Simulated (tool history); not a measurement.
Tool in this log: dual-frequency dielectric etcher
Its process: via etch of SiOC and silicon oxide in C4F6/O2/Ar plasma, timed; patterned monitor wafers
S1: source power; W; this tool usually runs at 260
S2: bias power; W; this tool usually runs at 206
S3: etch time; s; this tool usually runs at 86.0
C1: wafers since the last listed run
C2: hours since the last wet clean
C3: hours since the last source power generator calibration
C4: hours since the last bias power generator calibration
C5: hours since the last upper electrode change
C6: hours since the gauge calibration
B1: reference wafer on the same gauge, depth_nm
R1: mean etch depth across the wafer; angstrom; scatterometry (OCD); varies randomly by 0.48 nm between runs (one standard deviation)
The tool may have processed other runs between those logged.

run,hour,S1,S2,S3,C1,C2,C3,C4,C5,C6,B1,R1
1,0.0,260,206,68.0,0,376.8,4014.5,1309.2,4355.8,628.1,83.2,693
2,30.8,260,206,86.0,242,407.6,4045.3,1340.0,4386.6,658.9,83.2,875
3,65.0,260,206,86.0,269,441.8,4079.5,1374.2,4420.8,693.1,83.2,867
4,82.7,280,206,86.0,139,459.5,4097.2,1391.9,4438.5,710.8,82.9,891
5,103.7,280,206,86.0,165,480.5,4118.2,1412.9,4459.5,731.8,83.1,897
6,138.4,260,247,86.0,273,515.2,4152.9,1447.6,4494.2,766.5,83.0,926
# hour 183.6: wet clean of the chamber
7,184.1,260,247,86.0,171,0.5,4198.6,1493.3,4539.9,812.2,83.1,959
8,196.5,260,206,86.0,97,12.9,4211.0,1505.7,4552.3,824.6,83.1,893
9,219.2,260,206,86.0,179,35.6,4233.7,1528.4,4575.0,847.3,83.0,891
10,241.7,260,206,92.5,177,58.1,4256.2,1550.9,4597.5,869.8,83.2,952
11,260.5,260,206,92.5,148,76.9,4275.0,1569.7,4616.3,888.6,83.0,956
12,289.5,260,206,86.0,228,105.9,4304.0,1598.7,4645.3,917.6,83.1,881
# hour 315.0: source power generator calibrated
# hour 326.0: bias power generator calibrated
# hour 332.5: upper electrode replaced
13,333.0,260,226,103.0,228,149.4,18.0,7.0,0.5,961.1,83.0,1092
14,335.8,310,230,86.0,22,152.2,20.8,9.8,3.3,963.9,83.4,992
15,348.9,260,206,86.0,103,165.3,33.9,22.9,16.4,977.0,83.1,882

Expected results for the next run?
16,370.7,260,206,86.0,171,187.1,55.7,44.7,38.2,998.8,?,?

B1: 83.0
R1: 887 angstrom
Without the tool's hidden state the same run would have given R1 898 angstrom.

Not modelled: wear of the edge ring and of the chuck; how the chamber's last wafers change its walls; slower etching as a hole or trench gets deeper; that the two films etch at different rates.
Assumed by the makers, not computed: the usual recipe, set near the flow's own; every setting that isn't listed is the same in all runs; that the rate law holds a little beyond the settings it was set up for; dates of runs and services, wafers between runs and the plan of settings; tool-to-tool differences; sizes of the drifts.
